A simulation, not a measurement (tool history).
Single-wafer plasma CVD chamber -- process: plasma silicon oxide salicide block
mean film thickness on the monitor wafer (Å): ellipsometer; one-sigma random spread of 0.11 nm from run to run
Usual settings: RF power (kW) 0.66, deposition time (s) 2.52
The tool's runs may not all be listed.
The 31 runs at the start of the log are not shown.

run,hour,RF power (kW),deposition time (s),"read-back reference wafer on the same gauge, thickness_nm",mean film thickness on the monitor wafer (Å)
32,756.6,0.57,2.52,24.426,277.76
33,787.3,0.71,2.87,24.429,333.15
34,809.9,0.66,2.73,24.403,311.51
35,831.1,0.56,2.82,24.402,309.12
# hour 841.3: showerhead replaced
36,862,0.765,2.66,24.375,313.15
37,891.5,0.605,2.15,24.387,237.5
38,911.1,0.66,2.75,24.356,310.01
39,941.6,0.715,2.73,24.341,316.13
40,959.6,0.66,2.52,24.334,284.87
41,993.5,0.595,2.93,24.326,322.85
42,1011.2,0.66,2.52,24.304,286.34
43,1041.8,0.66,2.52,24.31,283.72
44,1074.2,0.66,2.52,24.282,285.19
45,1089.8,0.595,2.39,24.31,263.28

What if the next run were any one of these 3? Each begins from the tool's condition after run 45:
A,1090.2,0.66,2.52,?,?
B,1090.2,0.73,2.89,?,?
C,1090.2,0.7,2.93,?,?

run,"read-back reference wafer on the same gauge, thickness_nm",mean film thickness on the monitor wafer (Å)
A,24.294,283.43
B,24.294,333.75
C,24.294,334.65
Without the tool's hidden state the same runs would have given:
run,mean film thickness on the monitor wafer (Å)
A,289.34
B,340.71
C,341.63
